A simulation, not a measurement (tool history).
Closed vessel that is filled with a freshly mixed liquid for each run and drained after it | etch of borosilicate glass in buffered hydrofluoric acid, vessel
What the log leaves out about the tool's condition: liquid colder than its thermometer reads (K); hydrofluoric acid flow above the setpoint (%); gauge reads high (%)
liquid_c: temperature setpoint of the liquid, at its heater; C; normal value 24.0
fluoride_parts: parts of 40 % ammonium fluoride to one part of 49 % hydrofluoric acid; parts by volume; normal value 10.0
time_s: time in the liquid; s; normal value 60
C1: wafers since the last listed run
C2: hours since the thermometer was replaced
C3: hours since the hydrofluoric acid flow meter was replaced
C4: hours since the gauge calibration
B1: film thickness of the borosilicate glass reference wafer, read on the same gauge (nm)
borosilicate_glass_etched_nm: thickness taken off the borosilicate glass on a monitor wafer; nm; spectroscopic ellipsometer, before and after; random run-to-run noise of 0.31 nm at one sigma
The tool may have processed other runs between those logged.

{"run": 1, "hour": 0.0, "liquid_c": 27.5, "fluoride_parts": 10.0, "time_s": 85, "C1": 0, "C2": 1762.9, "C3": 1310.8, "C4": 583.2, "B1": 120.27, "borosilicate_glass_etched_nm": 120.62}
{"run": 2, "hour": 29.6, "liquid_c": 24.0, "fluoride_parts": 10.0, "time_s": 60, "C1": 4128, "C2": 1792.5, "C3": 1340.4, "C4": 612.8, "B1": 120.15, "borosilicate_glass_etched_nm": 70.43}
{"run": 3, "hour": 92.7, "liquid_c": 24.0, "fluoride_parts": 10.0, "time_s": 60, "C1": 8800, "C2": 1855.6, "C3": 1403.5, "C4": 675.9, "B1": 119.98, "borosilicate_glass_etched_nm": 70.54}
{"run": 4, "hour": 145.8, "liquid_c": 24.0, "fluoride_parts": 10.0, "time_s": 60, "C1": 7405, "C2": 1908.7, "C3": 1456.6, "C4": 729.0, "B1": 119.74, "borosilicate_glass_etched_nm": 70.32}
{"run": 5, "hour": 175.3, "liquid_c": 24.0, "fluoride_parts": 10.0, "time_s": 60, "C1": 4114, "C2": 1938.2, "C3": 1486.1, "C4": 758.5, "B1": 119.65, "borosilicate_glass_etched_nm": 70.91}
{"run": 6, "hour": 224.3, "liquid_c": 24.0, "fluoride_parts": 10.0, "time_s": 60, "C1": 6834, "C2": 1987.2, "C3": 1535.1, "C4": 807.5, "B1": 119.46, "borosilicate_glass_etched_nm": 69.93}
{"run": 7, "hour": 271.3, "liquid_c": 24.0, "fluoride_parts": 11.0, "time_s": 50, "C1": 6555, "C2": 2034.2, "C3": 1582.1, "C4": 854.5, "B1": 119.23, "borosilicate_glass_etched_nm": 53.04}
{"hour": 305.7, "done": "hydrofluoric acid flow meter replaced"}
{"run": 8, "hour": 338.3, "liquid_c": 24.0, "fluoride_parts": 11.0, "time_s": 50, "C1": 9205, "C2": 2101.2, "C3": 32.6, "C4": 921.5, "B1": 118.92, "borosilicate_glass_etched_nm": 52.94}
{"run": 9, "hour": 375.9, "liquid_c": 24.0, "fluoride_parts": 10.0, "time_s": 60, "C1": 5244, "C2": 2138.8, "C3": 70.2, "C4": 959.1, "B1": 118.71, "borosilicate_glass_etched_nm": 69.65}
{"run": 10, "hour": 405.8, "liquid_c": 24.0, "fluoride_parts": 12.0, "time_s": 60, "C1": 4170, "C2": 2168.7, "C3": 100.1, "C4": 989.0, "B1": 118.6, "borosilicate_glass_etched_nm": 58.67}
{"hour": 453.8, "done": "thermometer replaced"}
{"run": 11, "hour": 459.3, "liquid_c": 24.0, "fluoride_parts": 11.5, "time_s": 60, "C1": 7322, "C2": 5.5, "C3": 153.6, "C4": 1042.5, "B1": 118.27, "borosilicate_glass_etched_nm": 61.02}
{"run": 12, "hour": 522.4, "liquid_c": 24.0, "fluoride_parts": 12.5, "time_s": 60, "C1": 8800, "C2": 68.6, "C3": 216.7, "C4": 1105.6, "B1": 117.92, "borosilicate_glass_etched_nm": 55.9}
{"hour": 542.4, "done": "gauge calibrated"}
{"run": 13, "hour": 581.1, "liquid_c": 26.5, "fluoride_parts": 13.0, "time_s": 30, "C1": 8187, "C2": 127.3, "C3": 275.4, "C4": 38.7, "B1": 120.19, "borosilicate_glass_etched_nm": 31.22}
{"run": 14, "hour": 624.7, "liquid_c": 22.5, "fluoride_parts": 10.0, "time_s": 45, "C1": 6081, "C2": 170.9, "C3": 319.0, "C4": 82.3, "B1": 120.17, "borosilicate_glass_etched_nm": 49.09}
{"run": 15, "hour": 656.4, "liquid_c": 24.0, "fluoride_parts": 9.0, "time_s": 60, "C1": 4421, "C2": 202.6, "C3": 350.7, "C4": 114.0, "B1": 120.16, "borosilicate_glass_etched_nm": 75.81}
{"run": 16, "hour": 706.7, "liquid_c": 28.0, "fluoride_parts": 11.5, "time_s": 30, "C1": 7015, "C2": 252.9, "C3": 401.0, "C4": 164.3, "B1": 120.16, "borosilicate_glass_etched_nm": 37.8}
{"run": 17, "hour": 733.9, "liquid_c": 24.0, "fluoride_parts": 10.0, "time_s": 60, "C1": 3793, "C2": 280.1, "C3": 428.2, "C4": 191.5, "B1": 120.11, "borosilicate_glass_etched_nm": 70.67}
{"run": 18, "hour": 769.7, "liquid_c": 29.0, "fluoride_parts": 11.0, "time_s": 50, "C1": 4993, "C2": 315.9, "C3": 464.0, "C4": 227.3, "B1": 120.04, "borosilicate_glass_etched_nm": 69.6}
{"run": 19, "hour": 836.3, "liquid_c": 24.0, "fluoride_parts": 10.0, "time_s": 60, "C1": 9288, "C2": 382.5, "C3": 530.6, "C4": 293.9, "B1": 119.99, "borosilicate_glass_etched_nm": 70.5}
{"run": 20, "hour": 874.2, "liquid_c": 24.0, "fluoride_parts": 14.0, "time_s": 60, "C1": 5286, "C2": 420.4, "C3": 568.5, "C4": 331.8, "B1": 119.91, "borosilicate_glass_etched_nm": 50.64}
{"run": 21, "hour": 927.7, "liquid_c": 24.0, "fluoride_parts": 13.0, "time_s": 35, "C1": 7461, "C2": 473.9, "C3": 622.0, "C4": 385.3, "B1": 119.77, "borosilicate_glass_etched_nm": 31.76}
{"run": 22, "hour": 995.4, "liquid_c": 26.0, "fluoride_parts": 6.5, "time_s": 50, "C1": 9442, "C2": 541.6, "C3": 689.7, "C4": 453.0, "B1": 119.67, "borosilicate_glass_etched_nm": 98.39}
{"run": 23, "hour": 1019.5, "liquid_c": 24.0, "fluoride_parts": 10.0, "time_s": 60, "C1": 3361, "C2": 565.7, "C3": 713.8, "C4": 477.1, "B1": 119.61, "borosilicate_glass_etched_nm": 70.79}
{"run": 24, "hour": 1047.4, "liquid_c": 24.0, "fluoride_parts": 10.0, "time_s": 75, "C1": 3891, "C2": 593.6, "C3": 741.7, "C4": 505.0, "B1": 119.5, "borosilicate_glass_etched_nm": 88.28}
{"run": 25, "hour": 1087.8, "liquid_c": 24.0, "fluoride_parts": 10.0, "time_s": 60, "C1": 5634, "C2": 634.0, "C3": 782.1, "C4": 545.4, "B1": 119.42, "borosilicate_glass_etched_nm": 70.27}
{"run": 26, "hour": 1117.1, "liquid_c": 27.0, "fluoride_parts": 12.0, "time_s": 60, "C1": 4086, "C2": 663.3, "C3": 811.4, "C4": 574.7, "B1": 119.29, "borosilicate_glass_etched_nm": 68.66}
{"run": 27, "hour": 1167.3, "liquid_c": 24.0, "fluoride_parts": 10.0, "time_s": 60, "C1": 7001, "C2": 713.5, "C3": 861.6, "C4": 624.9, "B1": 119.14, "borosilicate_glass_etched_nm": 69.79}
{"run": 28, "hour": 1225.8, "liquid_c": 24.0, "fluoride_parts": 10.0, "time_s": 60, "C1": 8159, "C2": 772.0, "C3": 920.1, "C4": 683.4, "B1": 118.94, "borosilicate_glass_etched_nm": 70.13}
{"run": 29, "hour": 1252.1, "liquid_c": 22.5, "fluoride_parts": 6.5, "time_s": 80, "C1": 3668, "C2": 798.3, "C3": 946.4, "C4": 709.7, "B1": 118.89, "borosilicate_glass_etched_nm": 129.29}
{"run": 30, "hour": 1278.4, "liquid_c": 21.5, "fluoride_parts": 10.0, "time_s": 40, "C1": 3668, "C2": 824.6, "C3": 972.7, "C4": 736.0, "B1": 118.77, "borosilicate_glass_etched_nm": 40.8}
{"run": 31, "hour": 1324.5, "liquid_c": 24.0, "fluoride_parts": 10.0, "time_s": 60, "C1": 6429, "C2": 870.7, "C3": 1018.8, "C4": 782.1, "B1": 118.57, "borosilicate_glass_etched_nm": 70.02}

Some steps in borosilicate_glass_etched_nm, run to run, broken into two amounts with sign: the step expected even without the hidden condition (settings, incoming material, random variation), and the rest, left for the hidden condition together with whatever gauge scatter is not in both the measured and the hidden-condition-free result:
Run 12 -> 13: liquid_c 24.0 -> 26.5, fluoride_parts 12.5 -> 13.0, time_s 60 -> 30, gauge calibrated. borosilicate_glass_etched_nm -24.68 nm: hidden state +1.04, all else -25.72.
Run 21 -> 22: liquid_c 24.0 -> 26.0, fluoride_parts 13.0 -> 6.5, time_s 35 -> 50. borosilicate_glass_etched_nm +66.63 nm: hidden state -0.22, all else +66.85.
Run 28 -> 29: liquid_c 24.0 -> 22.5, fluoride_parts 10.0 -> 6.5, time_s 60 -> 80. borosilicate_glass_etched_nm +59.16 nm: hidden state -0.63, all else +59.79.
Run 29 -> 30: liquid_c 22.5 -> 21.5, fluoride_parts 6.5 -> 10.0, time_s 80 -> 40. borosilicate_glass_etched_nm -88.49 nm: hidden state +0.81, all else -89.30.

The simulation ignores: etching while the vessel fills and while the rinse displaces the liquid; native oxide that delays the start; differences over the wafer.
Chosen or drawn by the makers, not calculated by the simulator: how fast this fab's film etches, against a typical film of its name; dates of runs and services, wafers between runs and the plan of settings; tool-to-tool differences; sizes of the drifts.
